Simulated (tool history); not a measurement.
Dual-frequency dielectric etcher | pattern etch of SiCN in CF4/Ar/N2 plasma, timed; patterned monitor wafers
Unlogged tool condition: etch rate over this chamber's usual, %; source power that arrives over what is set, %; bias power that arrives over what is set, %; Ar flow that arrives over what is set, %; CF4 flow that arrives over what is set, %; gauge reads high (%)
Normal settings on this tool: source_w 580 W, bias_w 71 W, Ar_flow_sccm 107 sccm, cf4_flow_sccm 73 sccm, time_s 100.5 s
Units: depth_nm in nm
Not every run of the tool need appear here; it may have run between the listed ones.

run	hour	source_w	bias_w	Ar_flow_sccm	cf4_flow_sccm	time_s	wafers since the last listed run	hours since the last wet clean	hours since the last source power generator calibration	hours since the last bias power generator calibration	hours since the last Ar flow controller change	hours since the last CF4 flow controller change	hours since the last upper electrode change	hours since the gauge calibration	read-back reference wafer on the same gauge, depth_nm	depth_nm
1	0	650	71	107	73	100.5	0	11.8	4351.6	2951.7	1677.2	5049.6	4581.2	150.3	108.9	136.1
2	104.8	650	71	107	73	100.5	1178	116.6	4456.4	3056.5	1782	5154.4	4686	255.1	108.9	132.4
3	169.5	580	71	107	73	100.5	727	181.3	4521.1	3121.2	1846.7	5219.1	4750.7	319.8	108.8	117
4	244.1	580	71	107	73	100.5	839	255.9	4595.7	3195.8	1921.3	5293.7	4825.3	394.4	109.1	116.1
5	281.5	580	71	107	73	100.5	420	293.3	4633.1	3233.2	1958.7	5331.1	4862.7	431.8	109	116
# hour 361.5: wet clean of the chamber
6	369.5	580	85	107	73	100.5	719	8	4721.1	3321.2	2046.7	5419.1	4950.7	519.8	109	129.6
7	408.3	580	85	107	73	100.5	436	46.8	4759.9	3360	2085.5	5457.9	4989.5	558.6	109	127.6
8	483.1	580	85	107	73	100.5	841	121.6	4834.7	3434.8	2160.3	5532.7	5064.3	633.4	109	127
9	546.5	580	71	90	73	100.5	713	185	4898.1	3498.2	2223.7	5596.1	5127.7	696.8	108.9	121.4
# hour 572.7: gauge calibrated
# hour 637.5: upper electrode replaced, of another model than before
# hour 639.6: source power generator calibrated
10	640.1	580	71	107	73	100.5	758	278.6	0.5	3591.8	2317.3	5689.7	2.6	67.4	108.9	117.3
# hour 706.2: wet clean of the chamber
11	706.7	580	71	107	73	100.5	479	0.5	67.1	3658.4	2383.9	5756.3	69.2	134	109.2	120.4
# hour 749.9: bias power generator calibrated
12	765.4	680	63	107	86	127.5	615	59.2	125.8	15.5	2442.6	5815	127.9	192.7	109.3	184.8
13	808.7	680	63	107	86	127.5	487	102.5	169.1	58.8	2485.9	5858.3	171.2	236	109.1	184.9
14	882.3	580	71	122	73	100.5	827	176.1	242.7	132.4	2559.5	5931.9	244.8	309.6	109	114.4
15	936.2	640	71	87	82	100.5	606	230	296.6	186.3	2613.4	5985.8	298.7	363.5	109	141.4
# hour 1018.2: wet clean of the chamber
16	1042.8	580	85	107	73	100.5	929	24.6	403.2	292.9	2720	6092.4	405.3	470.1	109.1	132.8
17	1139.8	580	81	107	73	100.5	1091	121.6	500.2	389.9	2817	6189.4	502.3	567.1	109.2	128.7
# hour 1202.4: Ar flow controller replaced
# hour 1226.9: CF4 flow controller replaced
# hour 1365.8: gauge calibrated
# hour 1382.2: wet clean of the chamber
18	1405.5	520	71	107	63	109	2583	23.3	765.9	655.6	203.1	178.6	768	39.7	109	107.3
19	1469.5	580	71	107	88	79	719	87.3	829.9	719.6	267.1	242.6	832	103.7	108.6	95.5
20	1547.8	580	71	121	73	100.5	880	165.6	908.2	797.9	345.4	320.9	910.3	182	109.1	116.6

Branching from run 20: 5 alternative next runs. What would each branch give?
A	1548.2	580	71	133	73	100.5	4	166	908.6	798.3	345.8	321.3	910.7	182.4	?	?
B	1548.2	580	71	81	73	108.5	4	166	908.6	798.3	345.8	321.3	910.7	182.4	?	?
C	1548.2	580	77	107	60	91.5	4	166	908.6	798.3	345.8	321.3	910.7	182.4	?	?
D	1548.2	500	57	92	81	100.5	4	166	908.6	798.3	345.8	321.3	910.7	182.4	?	?
E	1548.2	580	71	133	90	120	4	166	908.6	798.3	345.8	321.3	910.7	182.4	?	?

run	read-back reference wafer on the same gauge, depth_nm	depth_nm
A	109	113.6
B	109	130.4
C	109	108
D	109	84.4
E	109	139.5
Without the tool's hidden state the same runs would have given:
run	depth_nm
A	116.3
B	133.5
C	110.6
D	86.4
E	142.8
